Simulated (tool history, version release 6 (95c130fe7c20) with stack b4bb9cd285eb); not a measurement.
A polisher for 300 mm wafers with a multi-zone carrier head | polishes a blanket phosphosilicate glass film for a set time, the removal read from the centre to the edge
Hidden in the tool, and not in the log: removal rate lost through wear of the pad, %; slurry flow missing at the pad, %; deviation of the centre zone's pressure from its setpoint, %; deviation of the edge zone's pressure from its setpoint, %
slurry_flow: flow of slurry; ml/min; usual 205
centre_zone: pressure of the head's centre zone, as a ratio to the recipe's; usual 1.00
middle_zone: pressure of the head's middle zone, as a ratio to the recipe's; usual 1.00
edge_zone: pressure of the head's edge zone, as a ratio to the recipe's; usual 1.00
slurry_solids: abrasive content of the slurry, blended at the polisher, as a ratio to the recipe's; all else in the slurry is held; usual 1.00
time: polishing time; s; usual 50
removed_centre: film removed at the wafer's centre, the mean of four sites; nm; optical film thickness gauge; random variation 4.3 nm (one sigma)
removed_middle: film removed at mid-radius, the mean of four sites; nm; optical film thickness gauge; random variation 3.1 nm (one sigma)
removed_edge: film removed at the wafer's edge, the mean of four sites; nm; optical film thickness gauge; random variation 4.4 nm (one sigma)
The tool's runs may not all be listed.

| run | day | slurry_flow | centre_zone | middle_zone | edge_zone | slurry_solids | time | wafers since the last listed run | wafers polished on this pad | hours since the slurry nozzle was cleaned | hours since the centre zone pressure was calibrated | hours since the edge zone pressure was calibrated | hours since the carrier head's membrane was replaced | incoming thickness of the incoming film, nm | removed_centre | removed_middle | removed_edge |
|---|---|---|---|---|---|---|---|---|---|---|---|---|---|---|---|---|---|
| 1 | 0.000 | 175 | 1.00 | 1.00 | 1.00 | 1.00 | 50 | 0 | 2547 | 250.9 | 1023.1 | 275.9 | 736.9 | 2673.9 | 287.3 | 261.0 | 270.3 |
| 2 | 1.800 | 175 | 1.00 | 1.00 | 1.00 | 1.00 | 50 | 605 | 3152 | 294.1 | 1066.3 | 319.1 | 780.1 | 2670.1 | 284.8 | 260.2 | 270.3 |
| 3 | 4.129 | 175 | 1.00 | 1.00 | 1.00 | 1.00 | 50 | 782 | 3935 | 350.0 | 1122.2 | 375.0 | 836.0 | 2718.2 | 269.8 | 253.7 | 264.1 |
| 4 | 6.171 | 205 | 0.91 | 1.00 | 1.09 | 1.00 | 41 | 686 | 4621 | 399.0 | 1171.2 | 424.0 | 885.0 | 2742.8 | 208.2 | 204.3 | 225.1 |
|  | 7.125 | worn pad replaced by a new one |
|  | 7.317 | slurry nozzle cleaned |
|  | 7.550 | centre zone pressure recalibrated |
| 5 | 7.942 | 205 | 0.97 | 1.11 | 1.00 | 1.00 | 50 | 497 | 233 | 15.0 | 9.4 | 466.5 | 927.5 | 2693.8 | 292.9 | 312.0 | 291.2 |
|  | 8.429 | edge zone pressure recalibrated |
| 6 | 9.958 | 180 | 1.00 | 1.00 | 0.88 | 1.20 | 42 | 649 | 883 | 63.4 | 57.8 | 36.7 | 975.9 | 2724.8 | 252.7 | 250.7 | 247.8 |
| 7 | 12.896 | 205 | 1.00 | 1.07 | 1.00 | 1.00 | 50 | 987 | 1870 | 133.9 | 128.3 | 107.2 | 1046.4 | 2718.8 | 291.0 | 299.0 | 278.8 |
| 8 | 15.833 | 205 | 1.00 | 1.06 | 1.00 | 1.20 | 66 | 987 | 2857 | 204.4 | 198.8 | 177.7 | 1116.9 | 2701.2 | 404.7 | 393.7 | 390.8 |
| 9 | 17.054 | 205 | 0.92 | 1.00 | 1.00 | 1.10 | 55 | 410 | 3268 | 233.7 | 228.1 | 207.0 | 1146.2 | 2699.7 | 294.5 | 299.0 | 307.2 |
| 10 | 18.171 | 205 | 1.00 | 1.00 | 0.91 | 1.00 | 50 | 375 | 3643 | 260.5 | 254.9 | 233.8 | 1173.0 | 2680.9 | 287.2 | 263.7 | 253.8 |
| 11 | 20.571 | 205 | 1.00 | 1.08 | 1.00 | 1.00 | 50 | 806 | 4450 | 318.1 | 312.5 | 291.4 | 1230.6 | 2717.1 | 270.2 | 276.8 | 259.2 |
|  | 22.262 | worn pad replaced by a new one |
|  | 25.054 | slurry nozzle cleaned |
|  | 27.529 | edge zone pressure recalibrated |
| 12 | 27.758 | 205 | 1.00 | 1.07 | 1.00 | 1.00 | 50 | 2318 | 1804 | 64.9 | 485.0 | 5.5 | 1403.1 | 2727.6 | 302.8 | 293.1 | 279.1 |
|  | 29.154 | carrier head's membrane replaced by a new one |
| 13 | 29.996 | 265 | 1.05 | 0.91 | 1.00 | 1.10 | 50 | 682 | 2487 | 118.6 | 538.7 | 59.2 | 20.2 | 2682.7 | 328.5 | 266.0 | 302.7 |
| 14 | 31.512 | 205 | 1.00 | 1.00 | 1.00 | 1.00 | 43 | 509 | 2996 | 155.0 | 575.1 | 95.6 | 56.6 | 2741.7 | 247.0 | 227.0 | 231.9 |
| 15 | 34.342 | 205 | 1.10 | 1.00 | 1.00 | 1.30 | 50 | 951 | 3948 | 222.9 | 643.0 | 163.5 | 124.5 | 2679.2 | 335.1 | 285.1 | 286.3 |
|  | 35.538 | worn pad replaced by a new one |
| 16 | 35.712 | 205 | 1.00 | 1.00 | 1.00 | 1.00 | 50 | 404 | 58 | 255.8 | 675.9 | 196.4 | 157.4 | 2703.8 | 321.4 | 293.0 | 302.8 |
| 17 | 38.212 | 150 | 1.07 | 1.00 | 1.04 | 1.00 | 50 | 840 | 899 | 315.8 | 735.9 | 256.4 | 217.4 | 2703.7 | 315.7 | 270.9 | 284.4 |
| 18 | 39.596 | 135 | 1.00 | 0.96 | 0.96 | 1.00 | 62 | 465 | 1364 | 349.0 | 769.1 | 289.6 | 250.6 | 2688.2 | 345.5 | 306.7 | 322.8 |
| 19 | 41.346 | 205 | 1.00 | 1.00 | 0.92 | 1.00 | 50 | 588 | 1952 | 391.0 | 811.1 | 331.6 | 292.6 | 2704.3 | 299.5 | 278.7 | 275.1 |
|  | 42.046 | slurry nozzle cleaned |
| 20 | 42.562 | 205 | 1.00 | 1.00 | 1.00 | 1.00 | 50 | 394 | 2347 | 12.4 | 840.3 | 360.8 | 321.8 | 2715.0 | 302.3 | 274.4 | 284.8 |
| 21 | 44.017 | 160 | 1.00 | 1.00 | 1.00 | 0.75 | 50 | 488 | 2836 | 47.3 | 875.2 | 395.7 | 356.7 | 2687.1 | 253.3 | 232.2 | 239.4 |
| 22 | 46.350 | 165 | 0.93 | 1.00 | 1.11 | 1.00 | 50 | 784 | 3620 | 103.3 | 931.2 | 451.7 | 412.7 | 2698.8 | 259.3 | 254.7 | 271.3 |

Forecast each of these 3 alternatives for the next run:
| A | 46.367 | 205 | 1.00 | 1.00 | 1.00 | 1.00 | 42 | 5 | 3626 | 103.7 | 931.6 | 452.1 | 413.1 | 2739.8 | ? | ? | ? |
| B | 46.367 | 225 | 1.04 | 1.07 | 1.04 | 1.00 | 50 | 5 | 3626 | 103.7 | 931.6 | 452.1 | 413.1 | 2739.8 | ? | ? | ? |
| C | 46.367 | 205 | 1.08 | 1.00 | 1.04 | 1.00 | 36 | 5 | 3626 | 103.7 | 931.6 | 452.1 | 413.1 | 2739.8 | ? | ? | ? |

| run | removed_centre | removed_middle | removed_edge |
|---|---|---|---|
| A | 242.5 | 219.3 | 225.0 |
| B | 305.0 | 280.3 | 274.5 |
| C | 224.5 | 187.9 | 195.9 |
Without the tool's hidden state the same runs would have given:
| run | removed_centre | removed_middle | removed_edge |
|---|---|---|---|
| A | 254.1 | 247.1 | 253.4 |
| B | 319.7 | 315.7 | 309.1 |
| C | 235.4 | 211.7 | 220.5 |
